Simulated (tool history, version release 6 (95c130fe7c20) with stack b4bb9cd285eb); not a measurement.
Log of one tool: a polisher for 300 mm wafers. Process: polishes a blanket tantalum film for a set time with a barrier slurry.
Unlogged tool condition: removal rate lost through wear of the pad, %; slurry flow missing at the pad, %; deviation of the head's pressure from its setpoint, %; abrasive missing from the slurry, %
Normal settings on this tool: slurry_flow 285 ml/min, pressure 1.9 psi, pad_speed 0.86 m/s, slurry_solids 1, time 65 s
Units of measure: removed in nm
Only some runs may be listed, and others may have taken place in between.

run,day,slurry_flow,pressure,pad_speed,slurry_solids,time,wafers since the last listed run,wafers polished on this pad,hours since the slurry nozzle was cleaned,hours since the head pressure was calibrated,hours since the slurry blender was calibrated,"incoming thickness of the incoming film, nm",removed
1,0,285,1.9,0.86,1,65,0,472,381.1,717.3,128.8,407.9,87.7
2,0.746,285,1.9,0.86,1,65,148,620,399,735.2,146.7,404,87.9
3,1.154,285,1.9,0.86,1,65,81,702,408.8,745,156.5,393.3,85.8
4,1.8,285,1.9,0.86,1,65,128,831,424.3,760.5,172,395.8,84.9
5,2.275,285,1.9,0.86,1.05,65,94,925,435.7,771.9,183.4,404.9,87.1
6,2.708,320,1.9,0.86,1,65,86,1012,446.1,782.3,193.8,399.7,88
7,3.325,320,1.9,0.86,1,65,122,1135,460.9,797.1,208.6,395.1,86.9
8,3.65,320,1.9,0.86,1,65,64,1199,468.7,804.9,216.4,399.9,86.6
9,3.9,285,1.9,0.86,0.9,60,49,1249,474.7,810.9,222.4,394.5,77.1
# day 4.546: worn pad replaced by a new one
10,4.567,285,1.9,0.86,0.9,60,99,4,490.7,826.9,238.4,400.2,84.3
11,5.1,285,1.9,0.86,0.9,60,106,110,503.5,839.7,251.2,396.6,80.6
12,5.558,285,1.9,0.86,0.85,65,91,201,514.5,850.7,262.2,409.1,86.7
13,5.85,285,1.9,0.86,1.15,65,58,260,521.5,857.7,269.2,399.8,90.8
# day 6.15: slurry blender recalibrated
14,6.471,285,1.6,0.86,1.2,57,107,367,536.4,872.6,7.7,404.1,67.9
15,6.883,285,2.4,0.86,1,54,82,449,546.3,882.5,17.6,392.3,89.9
# day 6.933: slurry nozzle cleaned
16,7.625,360,1.9,0.86,1.2,65,139,588,16.6,900.3,35.4,398.8,88.9
17,8.046,285,1.9,0.86,1,65,83,672,26.7,910.4,45.5,397.2,84.9
18,8.504,215,2.3,0.86,1.25,65,91,764,37.7,921.4,56.5,401.5,105.1
19,9.038,365,1.6,0.72,1.15,65,106,870,50.5,934.2,69.3,402.8,64.6
20,9.65,285,1.2,1.16,0.8,49,122,992,65.2,948.9,84,405.4,50.3
21,10.046,235,1.9,1.04,1.15,84,78,1071,74.7,958.4,93.5,400.3,129.9
22,10.592,285,1.9,0.86,1,65,108,1180,87.8,971.5,106.6,401.7,85.8
# day 10.767: worn pad replaced by a new one
23,10.879,285,1.9,1.04,0.85,65,24,22,94.7,978.4,113.5,407.2,106.3
# day 11.154: head pressure recalibrated
24,11.292,190,1.4,0.86,0.9,65,65,87,104.6,3.3,123.4,399.8,65.6
25,11.804,320,1.9,1.1,0.85,73,102,189,116.9,15.6,135.7,404.1,121.4
26,12.271,285,1.9,0.86,1,65,93,282,128.1,26.8,146.9,398.5,89.2
27,12.6,245,2.1,1,1,86,65,348,136,34.7,154.8,403.3,147.1
28,13.108,285,1.9,0.86,0.9,60,101,449,148.2,46.9,167,394.1,80.1
29,14.342,190,1.4,0.86,0.9,65,245,695,177.8,76.5,196.6,398.8,61.2
30,14.925,315,1.9,0.86,0.8,65,116,811,191.8,90.5,210.6,397.9,80.8

Alternative continuations, all from the tool just after run 30; predict every row:
A,14.942,285,1.9,0.86,1,43,3,815,192.2,90.9,211,398.8,?
B,14.942,285,1.9,0.76,0.75,85,3,815,192.2,90.9,211,398.8,?
C,14.942,240,1.9,1.04,1,65,3,815,192.2,90.9,211,398.8,?
D,14.942,285,1.9,0.68,1,65,3,815,192.2,90.9,211,398.8,?
E,14.942,330,1.3,0.86,1.1,57,3,815,192.2,90.9,211,398.8,?

run,removed
A,56.7
B,95.4
C,100.3
D,70
E,52.8
With no hidden state in the tool, these same runs would have given:
run,removed
A,60.9
B,102.5
C,107.8
D,75.2
E,56.7
